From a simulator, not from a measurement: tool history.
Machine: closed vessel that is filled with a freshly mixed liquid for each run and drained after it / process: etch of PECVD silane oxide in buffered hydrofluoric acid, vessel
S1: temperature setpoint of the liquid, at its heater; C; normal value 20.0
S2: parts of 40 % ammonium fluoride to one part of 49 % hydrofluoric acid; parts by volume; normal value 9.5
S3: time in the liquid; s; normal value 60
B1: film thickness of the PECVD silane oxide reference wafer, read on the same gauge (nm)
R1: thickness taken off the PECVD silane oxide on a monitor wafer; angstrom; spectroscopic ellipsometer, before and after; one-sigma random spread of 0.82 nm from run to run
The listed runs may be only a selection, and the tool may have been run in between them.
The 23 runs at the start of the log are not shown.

{"run": 24, "hour": 1130.7, "S1": 20.0, "S2": 9.5, "S3": 60, "B1": 90.01, "R1": 1119.6}
{"run": 25, "hour": 1195.1, "S1": 17.5, "S2": 8.5, "S3": 50, "B1": 90.01, "R1": 881.8}
{"run": 26, "hour": 1262.9, "S1": 20.0, "S2": 9.5, "S3": 60, "B1": 90.01, "R1": 1115.0}
{"hour": 1290.3, "done": "thermometer replaced"}
{"run": 27, "hour": 1315.2, "S1": 24.5, "S2": 8.5, "S3": 70, "B1": 89.98, "R1": 1845.1}
{"run": 28, "hour": 1354.0, "S1": 23.5, "S2": 6.5, "S3": 30, "B1": 90.0, "R1": 974.1}
{"run": 29, "hour": 1405.7, "S1": 23.0, "S2": 6.0, "S3": 30, "B1": 90.01, "R1": 1003.1}
{"run": 30, "hour": 1473.0, "S1": 23.0, "S2": 10.5, "S3": 85, "B1": 90.02, "R1": 1706.6}
{"run": 31, "hour": 1525.8, "S1": 20.0, "S2": 9.5, "S3": 60, "B1": 90.01, "R1": 1116.2}
{"run": 32, "hour": 1565.2, "S1": 20.0, "S2": 9.5, "S3": 75, "B1": 90.03, "R1": 1383.5}
{"run": 33, "hour": 1594.9, "S1": 20.0, "S2": 9.5, "S3": 60, "B1": 90.0, "R1": 1116.5}
{"run": 34, "hour": 1626.9, "S1": 20.0, "S2": 9.5, "S3": 60, "B1": 90.0, "R1": 1119.0}

Predict each of these 3 candidate next runs independently; none follows another, all start after run 34:
{"run": "A", "hour": 1627.6, "S1": 20.0, "S2": 9.5, "S3": 70, "B1": "?", "R1": "?"}
{"run": "B", "hour": 1627.6, "S1": 20.0, "S2": 13.5, "S3": 30, "B1": "?", "R1": "?"}
{"run": "C", "hour": 1627.6, "S1": 20.0, "S2": 9.5, "S3": 40, "B1": "?", "R1": "?"}

run=A B1=90.00 R1=1279.2
run=B B1=90.00 R1=395.9
run=C B1=90.00 R1=731.0
Stripped of hidden state, with their random variation kept, the same runs would have yielded:
run=A R1=1279.2
run=B R1=395.9
run=C R1=731.0
